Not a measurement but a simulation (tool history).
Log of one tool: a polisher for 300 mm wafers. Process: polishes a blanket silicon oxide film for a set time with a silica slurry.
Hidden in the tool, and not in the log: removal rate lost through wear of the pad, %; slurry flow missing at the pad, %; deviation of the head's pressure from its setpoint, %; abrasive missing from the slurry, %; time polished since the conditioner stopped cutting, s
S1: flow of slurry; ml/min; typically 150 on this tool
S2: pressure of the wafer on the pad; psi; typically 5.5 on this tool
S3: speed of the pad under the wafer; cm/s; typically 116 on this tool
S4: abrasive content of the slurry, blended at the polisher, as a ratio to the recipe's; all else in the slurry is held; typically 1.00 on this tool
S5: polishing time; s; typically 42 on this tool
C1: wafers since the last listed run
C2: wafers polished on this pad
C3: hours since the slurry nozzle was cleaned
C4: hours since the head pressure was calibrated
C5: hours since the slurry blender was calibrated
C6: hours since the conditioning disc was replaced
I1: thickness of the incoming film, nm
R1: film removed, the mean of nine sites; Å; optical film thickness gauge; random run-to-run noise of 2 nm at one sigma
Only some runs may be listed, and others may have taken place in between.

Run 1, hour 0.0: usual settings; C1 0; C2 522; C3 201.3; C4 112.8; C5 98.9; C6 180.6; I1 723.3. Result: R1 1572 Å.
At hour 53.4: conditioning disc replaced and pad reconditioned.
Run 2, hour 85.2: usual settings; C1 980; C2 1502; C3 286.5; C4 198.0; C5 184.1; C6 31.8; I1 726.2. Result: R1 1548 Å.
At hour 161.2: head pressure recalibrated.
At hour 163.5: slurry nozzle cleaned.
Run 3, hour 176.2: usual settings; C1 1037; C2 2539; C3 12.7; C4 15.0; C5 275.1; C6 122.8; I1 712.3. Result: R1 1699 Å.
At hour 206.2: worn pad replaced by a new one.
Run 4, hour 226.7: usual settings; C1 548; C2 241; C3 63.2; C4 65.5; C5 325.6; C6 173.3; I1 710.6. Result: R1 1625 Å.
At hour 240.1: slurry blender recalibrated.
Run 5, hour 313.2: usual settings; C1 996; C2 1237; C3 149.7; C4 152.0; C5 73.1; C6 259.8; I1 734.8. Result: R1 1622 Å.
At hour 357.5: conditioning disc replaced and pad reconditioned.
Run 6, hour 378.4: usual settings; C1 744; C2 1982; C3 214.9; C4 217.2; C5 138.3; C6 20.9; I1 733.9. Result: R1 1530 Å.
Run 7, hour 451.3: usual settings; C1 859; C2 2842; C3 287.8; C4 290.1; C5 211.2; C6 93.8; I1 710.8. Result: R1 1563 Å.
At hour 473.4: head pressure recalibrated.
Run 8, hour 490.4: usual settings; C1 437; C2 3279; C3 326.9; C4 17.0; C5 250.3; C6 132.9; I1 716.6. Result: R1 1544 Å.
At hour 513.0: worn pad replaced by a new one.
At hour 526.5: slurry blender recalibrated.
At hour 528.2: slurry nozzle cleaned.
At hour 657.7: conditioning disc replaced and pad reconditioned.
Run 9, hour 691.8: usual settings; C1 2267; C2 2048; C3 163.6; C4 218.4; C5 165.3; C6 34.1; I1 730.1. Result: R1 1590 Å.
Run 10, hour 795.5: usual settings but S1 175 ml/min, S3 92 cm/s, S5 54 s; C1 1222; C2 3270; C3 267.3; C4 322.1; C5 269.0; C6 137.8; I1 718.0. Result: R1 1751 Å.
At hour 797.5: head pressure recalibrated.
At hour 810.5: slurry blender recalibrated.
At hour 824.8: worn pad replaced by a new one.
Run 11, hour 871.2: usual settings; C1 797; C2 547; C3 343.0; C4 73.7; C5 60.7; C6 213.5; I1 718.1. Result: R1 1544 Å.
At hour 913.3: slurry nozzle cleaned.
At hour 946.4: conditioning disc replaced and pad reconditioned.
Run 12, hour 959.1: usual settings but S2 3.9 psi, S3 96 cm/s; C1 1000; C2 1547; C3 45.8; C4 161.6; C5 148.6; C6 12.7; I1 717.5. Result: R1 1003 Å.
Run 13, hour 1020.5: usual settings but S4 0.85; C1 723; C2 2271; C3 107.2; C4 223.0; C5 210.0; C6 74.1; I1 722.5. Result: R1 1514 Å.
At hour 1084.1: head pressure recalibrated.
Run 14, hour 1104.3: usual settings but S5 51 s; C1 964; C2 3235; C3 191.0; C4 20.2; C5 293.8; C6 157.9; I1 711.7. Result: R1 1905 Å.
At hour 1115.9: slurry blender recalibrated.
At hour 1117.1: worn pad replaced by a new one.
Run 15, hour 1183.8: usual settings but S1 185 ml/min, S3 136 cm/s; C1 899; C2 786; C3 270.5; C4 99.7; C5 67.9; C6 237.4; I1 726.1. Result: R1 1819 Å.
At hour 1222.2: conditioning disc replaced and pad reconditioned.
Run 16, hour 1238.1: usual settings; C1 616; C2 1402; C3 324.8; C4 154.0; C5 122.2; C6 15.9; I1 716.9. Result: R1 1512 Å.
At hour 1255.2: slurry nozzle cleaned.
Run 17, hour 1303.8: usual settings but S2 4.1 psi, S3 132 cm/s, S4 0.80, S5 52 s; C1 762; C2 2165; C3 48.6; C4 219.7; C5 187.9; C6 81.6; I1 712.9. Result: R1 1585 Å.
At hour 1359.1: head pressure recalibrated.
Run 18, hour 1359.6: usual settings but S3 82 cm/s, S5 55 s; C1 634; C2 2799; C3 104.4; C4 0.5; C5 243.7; C6 137.4; I1 717.6. Result: R1 1591 Å.

Some steps in R1 between neighbouring runs. How much of each would the tool show without its hidden state too (settings, what came in, random variation), and how much is left for the hidden state, with any gauge scatter that isn't in both results?
Run 2 -> 3: head pressure recalibrated, slurry nozzle cleaned. R1 +151 Å: hidden state +154, all else -3.
Run 11 -> 12: S2 5.5 -> 3.9, S3 116 -> 96, slurry nozzle cleaned, conditioning disc replaced and pad reconditioned. R1 -541 Å: hidden state +126, all else -667.
